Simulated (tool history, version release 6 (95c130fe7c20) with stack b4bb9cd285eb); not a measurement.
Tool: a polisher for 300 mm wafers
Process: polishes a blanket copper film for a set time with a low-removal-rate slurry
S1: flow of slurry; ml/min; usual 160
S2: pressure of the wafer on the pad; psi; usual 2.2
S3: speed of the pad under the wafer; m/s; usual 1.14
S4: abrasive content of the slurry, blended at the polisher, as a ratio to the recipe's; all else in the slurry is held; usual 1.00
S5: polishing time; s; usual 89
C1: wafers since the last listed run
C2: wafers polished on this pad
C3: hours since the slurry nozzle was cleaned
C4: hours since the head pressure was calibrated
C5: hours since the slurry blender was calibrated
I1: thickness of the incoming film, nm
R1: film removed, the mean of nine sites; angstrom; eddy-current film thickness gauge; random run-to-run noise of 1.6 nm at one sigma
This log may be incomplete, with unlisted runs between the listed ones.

run   hour   S1   S2    S3    S4   S5   C1    C2     C3     C4     C5     I1    R1
  1    0.0  175  2.2  1.14  1.15   89    0   300  148.4  736.8  156.7  648.5  2114
  2   28.7  175  2.2  1.14  1.15   89  231   531  177.1  765.5  185.4  660.1  2149
      50.9  -- slurry blender recalibrated
  3   52.0  160  2.2  0.96  1.00   89  171   703  200.4  788.8    1.1  669.3  1712
     103.6  -- head pressure recalibrated
  4  104.3  160  2.2  0.96  1.00   89  405  1109  252.7    0.7   53.4  657.4  1826
  5  121.0  160  2.2  1.14  1.00   89  134  1244  269.4   17.4   70.1  662.0  2172
  6  144.6  160  2.2  1.14  1.00   89  190  1434  293.0   41.0   93.7  656.7  2178
  7  177.5  160  2.2  1.14  1.00   89  265  1700  325.9   73.9  126.6  652.0  2169
  8  194.5  160  2.2  1.14  1.00   89  137  1837  342.9   90.9  143.6  652.1  2174
     206.7  -- slurry nozzle cleaned
     214.5  -- worn pad replaced by a new one
  9  215.0  160  2.2  1.14  1.00   89  125     4    8.3  111.4  164.1  652.7  2181
 10  249.4  160  2.2  1.14  1.00   89  277   281   42.7  145.8  198.5  647.3  2159
 11  281.6  160  2.2  1.14  1.00   89  259   541   74.9  178.0  230.7  649.9  2147
     309.2  -- slurry blender recalibrated
 12  317.9  140  2.2  1.14  1.00   64  276   818  111.2  214.3    8.7  655.1  1518
 13  340.9  160  1.7  1.14  1.15   61  185  1004  134.2  237.3   31.7  668.1  1191
 14  355.7  160  2.7  1.04  1.00   89  119  1123  149.0  252.1   46.5  663.3  2418
 15  374.7  160  2.2  1.14  1.00   89  153  1277  168.0  271.1   65.5  664.7  2170
 16  399.7  160  2.2  0.78  0.80   75  201  1478  193.0  296.1   90.5  653.0  1157
     422.6  -- worn pad replaced by a new one
 17  435.5  160  2.2  1.14  1.00   89  256   104  228.8  331.9  126.3  650.0  2125
 18  450.4  160  2.2  0.96  1.00   89  120   224  243.7  346.8  141.2  649.2  1790
     547.2  -- slurry nozzle cleaned
 19  557.3  160  2.2  1.34  1.00  102  854  1079   10.1  453.7  248.1  667.0  2850
     574.1  -- slurry blender recalibrated
 20  578.2  160  2.9  1.02  0.85   89  152  1231   31.0  474.6    4.1  656.9  2391
 21  594.6  160  2.2  1.14  1.00   89  132  1364   47.4  491.0   20.5  664.4  2102
 22  616.7  175  2.2  1.14  1.00   74  178  1542   69.5  513.1   42.6  663.3  1763
 23  643.8  160  2.2  1.14  1.00   89  218  1761   96.6  540.2   69.7  659.1  2090
 24  671.7  160  2.2  1.14  1.00  103  225  1986  124.5  568.1   97.6  654.6  2378
     688.1  -- worn pad replaced by a new one
 25  688.6  160  2.2  1.14  1.15   89  104     3  141.4  585.0  114.5  660.1  2164
 26  716.0  160  2.2  0.80  1.00   74  221   225  168.8  612.4  141.9  656.6  1214
     774.5  -- slurry blender recalibrated
 27  775.0  145  2.2  1.14  1.00   89  460   685  227.8  671.4    0.5  666.4  2028
 28  787.7  160  1.5  0.92  0.90   89  102   787  240.5  684.1   13.2  657.6  1101
 29  814.3  160  2.7  1.14  1.25   89  214  1002  267.1  710.7   39.8  654.9  2664
 30  833.1  160  2.2  1.14  1.00   89  151  1153  285.9  729.5   58.6  648.8  2051
 31  901.5  205  1.4  1.14  0.80  101  552  1705  354.3  797.9  127.0  654.5  1426

3 options for the next run, each taken on its own from the tool as it stands now. Forecast them:
  A  901.9  160  2.2  1.14  1.00   98   3  1709  354.7  798.3  127.4  661.0   ?
  B  901.9  160  2.2  1.14  0.75   64   3  1709  354.7  798.3  127.4  661.0   ?
  C  901.9  160  2.9  1.14  1.10  119   3  1709  354.7  798.3  127.4  661.0   ?

run    R1
  A  2216
  B  1349
  C  3631
Take away the tool's hidden state, keep each run's random variation, and the runs would have read:
run    R1
  A  2365
  B  1439
  C  3874
